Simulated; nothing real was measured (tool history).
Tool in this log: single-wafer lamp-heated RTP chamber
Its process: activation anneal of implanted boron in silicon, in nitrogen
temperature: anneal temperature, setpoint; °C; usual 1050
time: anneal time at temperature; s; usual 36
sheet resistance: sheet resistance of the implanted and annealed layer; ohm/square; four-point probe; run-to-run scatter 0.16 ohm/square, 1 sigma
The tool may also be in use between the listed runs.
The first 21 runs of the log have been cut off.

run	hour	temperature	time	read-back reference wafer on the same gauge, sheet resistance	sheet resistance
22	572	1071	50	111.01	104.88
23	598.8	1065	36	110.99	106.22
24	631.4	1031	42	111	107.57
25	666.6	1033	52	111.01	106.66
26	699	1039	56	110.97	106.12
27	723.7	1050	36	110.98	106.56
# hour 740.1: reflector plate cleaned
28	750.8	1050	36	111.03	106.46
29	782.3	1040	16	111	108.05
# hour 827.6: pyrometer window cleaned and pyrometer calibrated
30	875	1073	36	110.98	106.12
31	899.2	1079	52	111.05	104.65
32	918.5	1050	36	111	106.9
33	970.5	1027	53	111	107.45
34	1036.2	1050	45	111.03	106.29
# hour 1056.5: reflector plate cleaned
35	1057	1038	36	110.97	107.16
36	1076.6	1066	36	111.02	105.87
37	1099	1050	36	110.97	106.74
38	1123.1	1027	45	111.06	107.35

3 ways to go on from here, each from the tool as it stands after run 38. What would each give?
A	1123.5	1050	27	?	?
B	1123.5	1050	48	?	?
C	1123.5	1026	18	?	?

run	read-back reference wafer on the same gauge, sheet resistance	sheet resistance
A	111.01	107.01
B	111.01	105.76
C	111.01	109.26
With no hidden state in the tool, these same runs would have given:
run	sheet resistance
A	107.39
B	106.2
C	110.12
